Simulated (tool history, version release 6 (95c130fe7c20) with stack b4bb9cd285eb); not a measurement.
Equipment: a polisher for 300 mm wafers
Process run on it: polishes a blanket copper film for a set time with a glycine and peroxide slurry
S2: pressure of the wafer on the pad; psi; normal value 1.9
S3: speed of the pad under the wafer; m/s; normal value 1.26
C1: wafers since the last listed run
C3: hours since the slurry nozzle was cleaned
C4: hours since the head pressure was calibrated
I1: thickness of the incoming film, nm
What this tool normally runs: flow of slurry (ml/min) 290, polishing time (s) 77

Run 1, hour 0.0: usual settings; C1 0; wafers polished on this pad 62; C3 250.0; C4 321.8; I1 2057.5. Result: film removed (nm) 344.7.
Run 2, hour 67.0: usual settings; C1 770; wafers polished on this pad 832; C3 317.0; C4 388.8; I1 2063.4. Result: film removed (nm) 346.5.
Run 3, hour 145.1: usual settings but flow of slurry (ml/min) 350, S2 2.4 psi; C1 898; wafers polished on this pad 1730; C3 395.1; C4 466.9; I1 2045.3. Result: film removed (nm) 419.6.
At hour 380.6: worn pad replaced by a new one.
Run 4, hour 468.9: usual settings but flow of slurry (ml/min) 350, S2 2.4 psi; C1 3678; wafers polished on this pad 1015; C3 718.9; C4 790.7; I1 2032.8. Result: film removed (nm) 424.7.
Run 5, hour 509.4: usual settings but flow of slurry (ml/min) 350, S2 2.4 psi; C1 465; wafers polished on this pad 1481; C3 759.4; C4 831.2; I1 2042.1. Result: film removed (nm) 436.3.
Run 6, hour 547.9: usual settings; C1 442; wafers polished on this pad 1924; C3 797.9; C4 869.7; I1 2069.0. Result: film removed (nm) 350.3.
At hour 557.6: slurry nozzle cleaned.
Run 7, hour 650.0: usual settings; C1 1162; wafers polished on this pad 3087; C3 92.4; C4 971.8; I1 2094.4. Result: film removed (nm) 346.6.
Run 8, hour 690.9: usual settings; C1 470; wafers polished on this pad 3557; C3 133.3; C4 1012.7; I1 2030.9. Result: film removed (nm) 351.1.
Run 9, hour 730.7: usual settings; C1 457; wafers polished on this pad 4015; C3 173.1; C4 1052.5; I1 2055.8. Result: film removed (nm) 341.1.
At hour 776.6: worn pad replaced by a new one.
Run 10, hour 830.7: usual settings but flow of slurry (ml/min) 325, S2 2.5 psi, S3 0.82 m/s, polishing time (s) 88; C1 1104; wafers polished on this pad 622; C3 273.1; C4 1152.5; I1 2062.9. Result: film removed (nm) 354.5.
Run 11, hour 911.6: usual settings but flow of slurry (ml/min) 215; C1 930; wafers polished on this pad 1552; C3 354.0; C4 1233.4; I1 2063.7. Result: film removed (nm) 346.5.
Run 12, hour 972.4: usual settings; C1 699; wafers polished on this pad 2251; C3 414.8; C4 1294.2; I1 2092.8. Result: film removed (nm) 348.5.
At hour 1024.1: head pressure recalibrated.
At hour 1147.5: worn pad replaced by a new one.
At hour 1218.9: slurry nozzle cleaned.
Run 13, hour 1288.8: usual settings but S2 2.5 psi, S3 1.50 m/s; C1 3558; wafers polished on this pad 1613; C3 69.9; C4 264.7; I1 2070.9. Result: film removed (nm) 512.7.
Run 14, hour 1343.6: usual settings; C1 630; wafers polished on this pad 2243; C3 124.7; C4 319.5; I1 2045.0. Result: film removed (nm) 348.7.
Run 15, hour 1390.0: usual settings but flow of slurry (ml/min) 360, S2 1.5 psi, S3 1.38 m/s, polishing time (s) 84; C1 533; wafers polished on this pad 2777; C3 171.1; C4 365.9; I1 2048.3. Result: film removed (nm) 344.7.
Run 16, hour 1430.6: usual settings but flow of slurry (ml/min) 240, S2 1.6 psi, polishing time (s) 100; C1 466; wafers polished on this pad 3244; C3 211.7; C4 406.5; I1 2067.7. Result: film removed (nm) 395.8.

Forecast run 17:
At hour 1529.4: worn pad replaced by a new one.
Run 17, hour 1683.1: usual settings but flow of slurry (ml/min) 255, S3 1.14 m/s, polishing time (s) 61; C1 2858; wafers polished on this pad 1767; C3 464.2; C4 659.0; I1 2029.5. Result: film removed (nm) ?.

film removed (nm): 255.0
Minus the tool's unlogged condition, the same run would have read film removed (nm) 255.0.
